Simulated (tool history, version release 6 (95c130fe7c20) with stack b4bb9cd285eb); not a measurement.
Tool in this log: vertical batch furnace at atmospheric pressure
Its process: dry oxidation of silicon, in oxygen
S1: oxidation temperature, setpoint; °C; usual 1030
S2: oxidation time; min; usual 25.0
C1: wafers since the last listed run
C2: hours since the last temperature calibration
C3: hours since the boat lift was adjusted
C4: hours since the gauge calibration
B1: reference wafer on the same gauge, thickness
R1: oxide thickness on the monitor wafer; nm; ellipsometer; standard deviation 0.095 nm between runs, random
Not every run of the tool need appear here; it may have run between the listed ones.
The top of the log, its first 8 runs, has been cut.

run,hour,S1,S2,C1,C2,C3,C4,B1,R1
9,216.4,1030,25.0,621,2623.9,4046.3,1098.5,58.56,54.34
10,247.6,1030,25.0,666,2655.1,4077.5,1129.7,58.49,54.50
# hour 293.5: thermocouples replaced and temperature profile calibrated
11,294.0,1030,25.0,478,0.5,4123.9,1176.1,58.51,53.23
12,308.3,1039,25.0,305,14.8,4138.2,1190.4,58.49,55.53
13,341.0,1030,25.0,698,47.5,4170.9,1223.1,58.51,53.33
14,365.3,1030,25.0,518,71.8,4195.2,1247.4,58.48,53.17
15,397.9,1036,25.0,696,104.4,4227.8,1280.0,58.51,54.77
16,427.2,1036,25.0,625,133.7,4257.1,1309.3,58.55,54.93
17,456.3,1036,25.0,621,162.8,4286.2,1338.4,58.47,54.97
18,472.0,1030,25.0,335,178.5,4301.9,1354.1,58.54,53.50
19,500.4,1011,33.0,606,206.9,4330.3,1382.5,58.51,53.98
# hour 528.2: gauge calibrated
20,535.9,1006,20.5,757,242.4,4365.8,7.7,58.51,46.80
21,553.6,1030,25.0,377,260.1,4383.5,25.4,58.46,53.59
22,575.1,1014,15.5,459,281.6,4405.0,46.9,58.55,45.13

Estimate the outcome of run 23 from the log above:
23,606.8,1036,18.5,676,313.3,4436.7,78.6,?,?

B1: 58.49
R1: 50.34 nm
Were there no unlogged condition in the tool, this run, its random variation unchanged, would have produced R1 50.04 nm.

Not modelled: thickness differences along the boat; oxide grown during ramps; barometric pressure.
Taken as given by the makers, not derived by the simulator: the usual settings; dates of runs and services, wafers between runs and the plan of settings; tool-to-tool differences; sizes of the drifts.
